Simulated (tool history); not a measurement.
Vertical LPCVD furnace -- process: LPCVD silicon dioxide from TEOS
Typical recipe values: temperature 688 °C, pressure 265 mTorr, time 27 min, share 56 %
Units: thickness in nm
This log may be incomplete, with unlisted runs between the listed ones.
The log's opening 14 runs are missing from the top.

| run | hour | temperature | pressure | time | share | read-back reference wafer on the same gauge, thickness | thickness |
|---|---|---|---|---|---|---|---|
| 15 | 189.1 | 688 | 265 | 27 | 51 | 108 | 120.91 |
| 16 | 197.4 | 688 | 265 | 27 | 56 | 107.96 | 126.85 |
| 17 | 214.1 | 688 | 265 | 27 | 56 | 107.99 | 126.47 |
| 18 | 221.1 | 699 | 265 | 27 | 56 | 108.02 | 163.81 |
| 19 | 240.2 | 688 | 310 | 30.5 | 63 | 108.01 | 163.86 |
| 20 | 246.7 | 688 | 265 | 27 | 56 | 107.96 | 126.17 |
| 21 | 257.5 | 688 | 265 | 27 | 56 | 107.97 | 126.63 |
|  | 282.1 | TEOS flow controller replaced |
| 22 | 282.6 | 680 | 300 | 27 | 52 | 108 | 107.04 |
| 23 | 287.1 | 688 | 230 | 27 | 51 | 107.97 | 113.06 |

Run 24 comes next. What will it give?
| 24 | 291.7 | 688 | 230 | 27 | 56 | ? | ? |

For run 24 the tool returned read-back reference wafer on the same gauge, thickness 108.02, thickness 117.98 nm.
On a tool with no hidden condition, and with the same random variation, this run would have come out at thickness 114.88 nm.

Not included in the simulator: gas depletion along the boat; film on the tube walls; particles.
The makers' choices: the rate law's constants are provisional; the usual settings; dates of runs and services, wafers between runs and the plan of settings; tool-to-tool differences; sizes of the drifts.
